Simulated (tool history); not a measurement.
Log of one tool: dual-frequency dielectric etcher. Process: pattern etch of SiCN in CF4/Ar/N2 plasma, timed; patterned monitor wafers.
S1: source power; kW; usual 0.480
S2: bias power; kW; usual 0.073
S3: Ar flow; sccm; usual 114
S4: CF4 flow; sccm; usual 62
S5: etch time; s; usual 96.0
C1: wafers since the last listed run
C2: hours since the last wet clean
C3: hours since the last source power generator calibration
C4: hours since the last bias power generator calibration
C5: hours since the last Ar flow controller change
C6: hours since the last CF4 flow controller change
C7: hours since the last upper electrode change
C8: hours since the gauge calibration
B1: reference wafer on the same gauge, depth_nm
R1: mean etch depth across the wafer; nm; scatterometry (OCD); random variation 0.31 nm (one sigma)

run   hour     S1     S2   S3  S4     S5   C1     C2      C3      C4      C5      C6      C7     C8    B1     R1
  1    0.0  0.480  0.073  114  62   96.0    0  229.6  2447.3  3969.6  1471.4  1906.6  1798.1  130.5  94.1   82.2
  2   14.6  0.480  0.073  114  62   96.0  186  244.2  2461.9  3984.2  1486.0  1921.2  1812.7  145.1  94.1   81.7
  3   22.6  0.430  0.073  114  62  103.5  102  252.2  2469.9  3992.2  1494.0  1929.2  1820.7  153.1  94.0   79.1
  4   37.4  0.430  0.073  114  62  103.5  188  267.0  2484.7  4007.0  1508.8  1944.0  1835.5  167.9  94.2   79.1
  5   53.8  0.480  0.078  114  62   96.0  209  283.4  2501.1  4023.4  1525.2  1960.4  1851.9  184.3  94.1   84.9
  6   66.7  0.480  0.078  114  62   96.0  164  296.3  2514.0  4036.3  1538.1  1973.3  1864.8  197.2  94.1   84.7
      76.9  -- gauge calibrated
  7   79.4  0.480  0.073  114  62   96.0  162  309.0  2526.7  4049.0  1550.8  1986.0  1877.5    2.5  94.1   81.8
      86.7  -- CF4 flow controller replaced
     118.9  -- upper electrode replaced
  8  119.4  0.480  0.073  114  62   96.0  127  349.0  2566.7  4089.0  1590.8    32.7     0.5   42.5  94.1   82.4
  9  119.7  0.480  0.073  114  62   96.0    3  349.3  2567.0  4089.3  1591.1    33.0     0.8   42.8  94.2   81.5
 10  120.0  0.570  0.082  114  62   96.0    3  349.6  2567.3  4089.6  1591.4    33.3     1.1   43.1  94.1  102.8
 11  123.1  0.480  0.067  138  47  117.0   39  352.7  2570.4  4092.7  1594.5    36.4     4.2   46.2  94.1   88.3
 12  140.4  0.480  0.067   87  62   96.0  220  370.0  2587.7  4110.0  1611.8    53.7    21.5   63.5  94.0   80.2
 13  154.3  0.480  0.073  114  62   96.0  177  383.9  2601.6  4123.9  1625.7    67.6    35.4   77.4  94.1   81.6
     164.2  -- source power generator calibrated
     180.3  -- wet clean of the chamber
 14  180.8  0.590  0.058  114  62   96.0   81    0.5    16.6  4150.4  1652.2    94.1    61.9  103.9  94.1   88.0
     190.6  -- bias power generator calibrated
     202.6  -- Ar flow controller replaced
 15  203.1  0.480  0.073  114  71   96.0  156   22.8    38.9    12.5     0.5   116.4    84.2  126.2  94.1   83.8
 16  212.8  0.480  0.073  114  62   96.0  123   32.5    48.6    22.2    10.2   126.1    93.9  135.9  94.2   82.2
 17  232.0  0.480  0.065  103  62   96.0  244   51.7    67.8    41.4    29.4   145.3   113.1  155.1  94.1   77.4

Run 18 comes next. What will it give?
 18  243.8  0.430  0.073  114  74  96.0  150  63.5  79.6  53.2  41.2  157.1  124.9  166.9   ?   ?

{"run 18": {"B1": 93.9, "R1": 75.7}}
Without the tool's hidden state the same run would have given R1 75.7 nm.
